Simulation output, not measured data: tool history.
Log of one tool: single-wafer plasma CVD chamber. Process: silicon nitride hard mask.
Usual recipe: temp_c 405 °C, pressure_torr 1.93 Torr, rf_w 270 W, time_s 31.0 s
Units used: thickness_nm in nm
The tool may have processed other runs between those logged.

run   hour  temp_c  pressure_torr  rf_w  time_s  wafers since the last listed run  hours since the last thermocouple change  hours since the last RF generator calibration  hours since the last manometer calibration  hours since the showerhead was replaced  hours since the gauge calibration  read-back reference wafer on the same gauge, thickness_nm  thickness_nm
  1    0.0     405           1.93   245    31.0                                 0                                    1059.3                                         2024.7                                       630.9                                   3329.2                              315.9                                                     34.728        33.583
  2   26.3     405           1.93   270    31.0                               424                                    1085.6                                         2051.0                                       657.2                                   3355.5                              342.2                                                     34.703        35.395
  3   54.6     405           1.93   270    31.0                               456                                    1113.9                                         2079.3                                       685.5                                   3383.8                              370.5                                                     34.682        35.605
  4  185.8     405           1.93   270    31.0                              2118                                    1245.1                                         2210.5                                       816.7                                   3515.0                              501.7                                                     34.699        35.605
  5  257.4     405           1.93   270    31.0                              1156                                    1316.7                                         2282.1                                       888.3                                   3586.6                              573.3                                                     34.690        35.443
     285.1  -- gauge calibrated
  6  298.6     405           1.93   270    31.0                               665                                    1357.9                                         2323.3                                       929.5                                   3627.8                               13.5                                                     34.691        35.377
  7  339.9     405           1.93   270    31.0                               666                                    1399.2                                         2364.6                                       970.8                                   3669.1                               54.8                                                     34.683        35.172
     371.5  -- thermocouple changed; heater temperature recalibrated
  8  389.5     405           1.57   240    31.0                               671                                      18.0                                         2414.2                                      1020.4                                   3718.7                              104.4                                                     34.691        29.511
     430.7  -- showerhead replaced
  9  454.5     405           1.93   290    31.0                               920                                      83.0                                         2479.2                                      1085.4                                     23.8                              169.4                                                     34.688        36.477
     491.5  -- RF generator calibrated
 10  492.0     405           1.71   290    31.0                               476                                     120.5                                            0.5                                      1122.9                                     61.3                              206.9                                                     34.704        36.788
 11  530.7     400           1.93   270    28.9                               624                                     159.2                                           39.2                                      1161.6                                    100.0                              245.6                                                     34.707        34.664
     549.1  -- capacitance manometer re-zeroed and calibrated
 12  591.3     405           2.14   270    25.6                               849                                     219.8                                           99.8                                        42.2                                    160.6                              306.2                                                     34.721        31.898
 13  618.0     405           1.93   270    31.0                               431                                     246.5                                          126.5                                        68.9                                    187.3                              332.9                                                     34.687        37.177
 14  677.3     405           1.93   270    31.0                               957                                     305.8                                          185.8                                       128.2                                    246.6                              392.2                                                     34.691        37.214
 15  738.3     405           1.78   270    31.0                               984                                     366.8                                          246.8                                       189.2                                    307.6                              453.2                                                     34.707        35.791

Each row is a separate what-if for the run after 15, all from the same tool condition, not one after another. Results?
  A  738.7     405           1.93   235    31.0                                 6                                     367.2                                          247.2                                       189.6                                    308.0                              453.6                                                          ?             ?
  B  738.7     405           1.93   315    31.0                                 6                                     367.2                                          247.2                                       189.6                                    308.0                              453.6                                                          ?             ?
  C  738.7     405           1.93   295    27.9                                 6                                     367.2                                          247.2                                       189.6                                    308.0                              453.6                                                          ?             ?
  D  738.7     405           1.52   320    28.0                                 6                                     367.2                                          247.2                                       189.6                                    308.0                              453.6                                                          ?             ?
  E  738.7     410           1.93   270    28.4                                 6                                     367.2                                          247.2                                       189.6                                    308.0                              453.6                                                          ?             ?

run  read-back reference wafer on the same gauge, thickness_nm  thickness_nm
  A                                                     34.711        34.106
  B                                                     34.711        40.679
  C                                                     34.711        35.229
  D                                                     34.711        32.963
  E                                                     34.711        33.946
Take away the tool's hidden state, keep each run's random variation, and the runs would have read:
run  thickness_nm
  A        34.125
  B        40.701
  C        35.249
  D        32.981
  E        33.966
